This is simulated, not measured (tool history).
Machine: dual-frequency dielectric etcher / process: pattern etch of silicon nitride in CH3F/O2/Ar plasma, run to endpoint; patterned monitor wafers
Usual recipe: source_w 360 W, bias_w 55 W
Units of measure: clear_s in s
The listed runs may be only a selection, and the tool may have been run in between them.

run,hour,source_w,bias_w,wafers since the last listed run,hours since the last wet clean,hours since the last source power generator calibration,hours since the last bias power generator calibration,hours since the last upper electrode change,"incoming incoming film thickness, nm",clear_s
1,0.0,390,55,0,259.3,3221.3,566.9,2234.8,33.17,52.2
2,50.0,390,55,446,309.3,3271.3,616.9,2284.8,33.12,52.9
3,114.2,390,55,573,373.5,3335.5,681.1,2349.0,33.46,53.2
4,153.6,360,55,352,412.9,3374.9,720.5,2388.4,33.64,54.4
5,205.8,360,55,466,465.1,3427.1,772.7,2440.6,33.44,54.4
6,238.7,360,55,294,498.0,3460.0,805.6,2473.5,33.45,54.1
# hour 275.5: wet clean of the chamber
7,306.9,360,55,395,31.4,3528.2,873.8,2541.7,33.60,54.1
8,350.7,360,55,391,75.2,3572.0,917.6,2585.5,33.34,53.8
9,402.4,360,55,462,126.9,3623.7,969.3,2637.2,33.47,53.7
10,434.5,360,55,286,159.0,3655.8,1001.4,2669.3,33.15,52.8
# hour 465.3: upper electrode replaced
11,477.5,360,55,169,202.0,3698.8,1044.4,12.2,33.25,53.6
12,540.5,420,55,563,265.0,3761.8,1107.4,75.2,33.09,50.5
13,610.9,330,61,629,335.4,3832.2,1177.8,145.6,33.12,53.3
14,636.6,320,46,229,361.1,3857.9,1203.5,171.3,33.24,58.3
15,680.3,430,64,390,404.8,3901.6,1247.2,215.0,33.62,48.8
16,741.3,360,50,545,465.8,3962.6,1308.2,276.0,33.39,55.5
# hour 779.4: bias power generator calibrated
17,804.3,300,60,527,528.8,4025.6,24.9,339.0,33.17,56.0
# hour 829.5: source power generator calibrated
# hour 861.7: wet clean of the chamber
18,862.2,330,60,267,0.5,32.7,82.8,396.9,33.39,54.3
19,896.6,290,61,307,34.9,67.1,117.2,431.3,33.36,56.6
20,942.7,360,55,412,81.0,113.2,163.3,477.4,32.98,53.2
21,1084.7,360,55,1269,223.0,255.2,305.3,619.4,33.69,54.3
22,1148.9,270,48,573,287.2,319.4,369.5,683.6,33.40,60.7

Hidden state at the last listed run before each entry between runs and at the first one after, where it differs:
Run 6 -> run 7: wet clean of the chamber (hour 275.5)
  no difference in the tool's unlogged condition between these two runs
Run 10 -> run 11: upper electrode replaced (hour 465.3)
  no difference in the tool's unlogged condition between these two runs
Run 16 -> run 17: bias power generator calibrated (hour 779.4)
  no difference in the tool's unlogged condition between these two runs
Run 17 -> run 18: source power generator calibrated (hour 829.5); wet clean of the chamber (hour 861.7)
  no difference in the tool's unlogged condition between these two runs
